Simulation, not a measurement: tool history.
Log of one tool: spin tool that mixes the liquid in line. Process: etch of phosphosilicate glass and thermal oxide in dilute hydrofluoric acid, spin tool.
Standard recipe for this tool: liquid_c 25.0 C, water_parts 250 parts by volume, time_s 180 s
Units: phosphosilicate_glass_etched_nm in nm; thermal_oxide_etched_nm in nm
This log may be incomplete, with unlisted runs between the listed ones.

run   hour  liquid_c  water_parts  time_s  read-back film thickness of the phosphosilicate glass reference wafer, read on the same gauge (nm)  read-back film thickness of the thermal oxide reference wafer, read on the same gauge (nm)  phosphosilicate_glass_etched_nm  thermal_oxide_etched_nm
  1    0.0      25.0          250     180                                                                                              110.01                                                                                      79.943                            39.81                    2.930
  2   69.4      25.0          250     180                                                                                              110.02                                                                                      79.977                            39.57                    2.966
  3  131.3      25.0          250     180                                                                                              110.01                                                                                      79.995                            39.46                    2.892
  4  189.0      27.5          250     180                                                                                              109.98                                                                                      79.974                            42.96                    3.123
  5  229.1      25.0          250     180                                                                                              109.99                                                                                      80.002                            39.39                    2.880
     281.3  -- gauge calibrated
  6  289.7      25.0          250     180                                                                                              109.99                                                                                      79.974                            39.24                    2.975
  7  313.9      25.0          250     180                                                                                              109.98                                                                                      80.039                            39.10                    2.931
  8  458.8      22.0          350     270                                                                                              110.00                                                                                      79.997                            34.21                    2.459
     473.8  -- thermometer replaced
     494.7  -- hydrofluoric acid flow meter replaced
  9  523.0      21.5          250     125                                                                                              109.98                                                                                      80.039                            24.50                    1.800
 10  559.9      28.5          305     240                                                                                              110.01                                                                                      80.028                            46.31                    3.324
 11  603.9      25.0          250     180                                                                                              110.00                                                                                      80.071                            39.94                    2.939
 12  666.4      21.5          315     270                                                                                              110.00                                                                                      79.998                            39.28                    2.841
 13  702.9      21.5          165     180                                                                                              110.00                                                                                      79.975                            57.45                    4.259
 14  735.8      25.0          250     180                                                                                              109.98                                                                                      79.971                            39.54                    2.934
     766.6  -- gauge calibrated
 15  788.1      25.0          250     180                                                                                              110.01                                                                                      80.005                            39.70                    2.875

Consider 3 possible next runs. They are alternatives, not a sequence: every one starts from the tool as it was left by run 15. What does each give?
  A  788.6      25.0          180     180                                                                                                   ?                                                                                           ?                                ?                        ?
  B  788.6      20.5          175     245                                                                                                   ?                                                                                           ?                                ?                        ?
  C  788.6      20.5          370     180                                                                                                   ?                                                                                           ?                                ?                        ?

run  read-back film thickness of the phosphosilicate glass reference wafer, read on the same gauge (nm)  read-back film thickness of the thermal oxide reference wafer, read on the same gauge (nm)  phosphosilicate_glass_etched_nm  thermal_oxide_etched_nm
  A                                                                                              110.01                                                                                      79.992                            59.38                    4.287
  B                                                                                              110.01                                                                                      79.992                            70.45                    5.087
  C                                                                                              110.01                                                                                      79.992                            20.40                    1.473
Without the tool's hidden state the same runs would have given:
run  phosphosilicate_glass_etched_nm  thermal_oxide_etched_nm
  A                            59.96                    4.329
  B                            71.13                    5.136
  C                            20.62                    1.489
